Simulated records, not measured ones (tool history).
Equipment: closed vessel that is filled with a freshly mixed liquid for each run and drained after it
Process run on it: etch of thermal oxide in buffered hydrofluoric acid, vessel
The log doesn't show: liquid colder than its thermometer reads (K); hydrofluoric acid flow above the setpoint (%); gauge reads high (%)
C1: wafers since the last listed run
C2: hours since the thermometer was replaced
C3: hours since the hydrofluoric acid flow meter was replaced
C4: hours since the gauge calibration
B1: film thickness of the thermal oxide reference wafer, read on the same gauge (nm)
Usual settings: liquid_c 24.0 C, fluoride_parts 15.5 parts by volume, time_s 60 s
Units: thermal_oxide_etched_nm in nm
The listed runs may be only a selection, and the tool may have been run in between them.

run 1 hour=0.0 | liquid_c=21.0 fluoride_parts=15.5 time_s=60 | C1=0 C2=1586.5 C3=147.8 C4=345.2 | B1=150.01 | thermal_oxide_etched_nm=32.70
run 2 hour=9.6 | liquid_c=24.0 fluoride_parts=15.5 time_s=60 | C1=1379 C2=1596.1 C3=157.4 C4=354.8 | B1=149.99 | thermal_oxide_etched_nm=39.25
run 3 hour=19.4 | liquid_c=24.0 fluoride_parts=15.5 time_s=60 | C1=1408 C2=1605.9 C3=167.2 C4=364.6 | B1=150.01 | thermal_oxide_etched_nm=38.73
run 4 hour=61.4 | liquid_c=20.5 fluoride_parts=15.5 time_s=45 | C1=6034 C2=1647.9 C3=209.2 C4=406.6 | B1=150.01 | thermal_oxide_etched_nm=24.01
run 5 hour=72.4 | liquid_c=20.5 fluoride_parts=15.5 time_s=45 | C1=1580 C2=1658.9 C3=220.2 C4=417.6 | B1=149.98 | thermal_oxide_etched_nm=24.24
run 6 hour=88.1 | liquid_c=20.5 fluoride_parts=15.5 time_s=45 | C1=2255 C2=1674.6 C3=235.9 C4=433.3 | B1=149.99 | thermal_oxide_etched_nm=24.13
run 7 hour=105.7 | liquid_c=24.0 fluoride_parts=15.5 time_s=70 | C1=2528 C2=1692.2 C3=253.5 C4=450.9 | B1=149.98 | thermal_oxide_etched_nm=45.78
-- hour=142.0 gauge calibrated
run 8 hour=146.4 | liquid_c=24.0 fluoride_parts=15.5 time_s=40 | C1=5848 C2=1732.9 C3=294.2 C4=4.4 | B1=150.00 | thermal_oxide_etched_nm=26.32
run 9 hour=161.8 | liquid_c=24.0 fluoride_parts=15.5 time_s=40 | C1=2212 C2=1748.3 C3=309.6 C4=19.8 | B1=149.98 | thermal_oxide_etched_nm=26.11
run 10 hour=178.7 | liquid_c=24.0 fluoride_parts=15.5 time_s=40 | C1=2428 C2=1765.2 C3=326.5 C4=36.7 | B1=150.02 | thermal_oxide_etched_nm=26.33
-- hour=215.1 thermometer replaced
run 11 hour=220.7 | liquid_c=24.0 fluoride_parts=15.5 time_s=60 | C1=5891 C2=5.6 C3=368.5 C4=78.7 | B1=149.99 | thermal_oxide_etched_nm=45.43
-- hour=232.4 hydrofluoric acid flow meter replaced
run 12 hour=233.4 | liquid_c=24.0 fluoride_parts=15.5 time_s=60 | C1=1681 C2=18.3 C3=1.0 C4=91.4 | B1=149.99 | thermal_oxide_etched_nm=42.92
run 13 hour=242.8 | liquid_c=24.0 fluoride_parts=15.5 time_s=60 | C1=1350 C2=27.7 C3=10.4 C4=100.8 | B1=149.98 | thermal_oxide_etched_nm=42.52
run 14 hour=256.6 | liquid_c=19.5 fluoride_parts=21.5 time_s=30 | C1=1982 C2=41.5 C3=24.2 C4=114.6 | B1=150.00 | thermal_oxide_etched_nm=12.31
run 15 hour=267.8 | liquid_c=24.0 fluoride_parts=15.5 time_s=60 | C1=1609 C2=52.7 C3=35.4 C4=125.8 | B1=150.00 | thermal_oxide_etched_nm=42.75
run 16 hour=277.1 | liquid_c=24.0 fluoride_parts=20.0 time_s=75 | C1=1336 C2=62.0 C3=44.7 C4=135.1 | B1=150.01 | thermal_oxide_etched_nm=41.33
run 17 hour=285.1 | liquid_c=24.0 fluoride_parts=15.5 time_s=60 | C1=1149 C2=70.0 C3=52.7 C4=143.1 | B1=150.02 | thermal_oxide_etched_nm=42.74
run 18 hour=306.5 | liquid_c=24.0 fluoride_parts=12.0 time_s=50 | C1=3074 C2=91.4 C3=74.1 C4=164.5 | B1=150.01 | thermal_oxide_etched_nm=46.10
run 19 hour=314.8 | liquid_c=22.0 fluoride_parts=21.0 time_s=40 | C1=1192 C2=99.7 C3=82.4 C4=172.8 | B1=150.02 | thermal_oxide_etched_nm=19.04
run 20 hour=322.3 | liquid_c=24.0 fluoride_parts=15.5 time_s=60 | C1=1077 C2=107.2 C3=89.9 C4=180.3 | B1=150.00 | thermal_oxide_etched_nm=43.42
run 21 hour=337.9 | liquid_c=24.0 fluoride_parts=15.5 time_s=60 | C1=2241 C2=122.8 C3=105.5 C4=195.9 | B1=150.00 | thermal_oxide_etched_nm=43.51
run 22 hour=353.8 | liquid_c=24.0 fluoride_parts=18.0 time_s=60 | C1=2284 C2=138.7 C3=121.4 C4=211.8 | B1=149.98 | thermal_oxide_etched_nm=37.58
run 23 hour=370.0 | liquid_c=20.0 fluoride_parts=19.0 time_s=60 | C1=2327 C2=154.9 C3=137.6 C4=228.0 | B1=150.00 | thermal_oxide_etched_nm=28.39
run 24 hour=417.3 | liquid_c=21.5 fluoride_parts=15.5 time_s=30 | C1=6796 C2=202.2 C3=184.9 C4=275.3 | B1=150.01 | thermal_oxide_etched_nm=18.81
run 25 hour=432.4 | liquid_c=26.0 fluoride_parts=18.5 time_s=60 | C1=2169 C2=217.3 C3=200.0 C4=290.4 | B1=149.98 | thermal_oxide_etched_nm=40.65

Here are 5 independent what-if runs from the current tool condition. What would each one return?
run A hour=433.1 | liquid_c=24.0 fluoride_parts=15.5 time_s=35 | C1=100 C2=218.0 C3=200.7 C4=291.1 | B1=? | thermal_oxide_etched_nm=?
run B hour=433.1 | liquid_c=19.5 fluoride_parts=20.0 time_s=40 | C1=100 C2=218.0 C3=200.7 C4=291.1 | B1=? | thermal_oxide_etched_nm=?
run C hour=433.1 | liquid_c=25.5 fluoride_parts=15.5 time_s=75 | C1=100 C2=218.0 C3=200.7 C4=291.1 | B1=? | thermal_oxide_etched_nm=?
run D hour=433.1 | liquid_c=22.0 fluoride_parts=15.5 time_s=30 | C1=100 C2=218.0 C3=200.7 C4=291.1 | B1=? | thermal_oxide_etched_nm=?
run E hour=433.1 | liquid_c=20.0 fluoride_parts=15.5 time_s=60 | C1=100 C2=218.0 C3=200.7 C4=291.1 | B1=? | thermal_oxide_etched_nm=?

run=A B1=149.95 thermal_oxide_etched_nm=25.26
run=B B1=149.95 thermal_oxide_etched_nm=17.49
run=C B1=149.95 thermal_oxide_etched_nm=58.75
run=D B1=149.95 thermal_oxide_etched_nm=19.39
run=E B1=149.95 thermal_oxide_etched_nm=34.69
Take away the tool's hidden state, keep each run's random variation, and the runs would have read:
run=A thermal_oxide_etched_nm=24.94
run=B thermal_oxide_etched_nm=17.27
run=C thermal_oxide_etched_nm=57.98
run=D thermal_oxide_etched_nm=19.15
run=E thermal_oxide_etched_nm=34.26
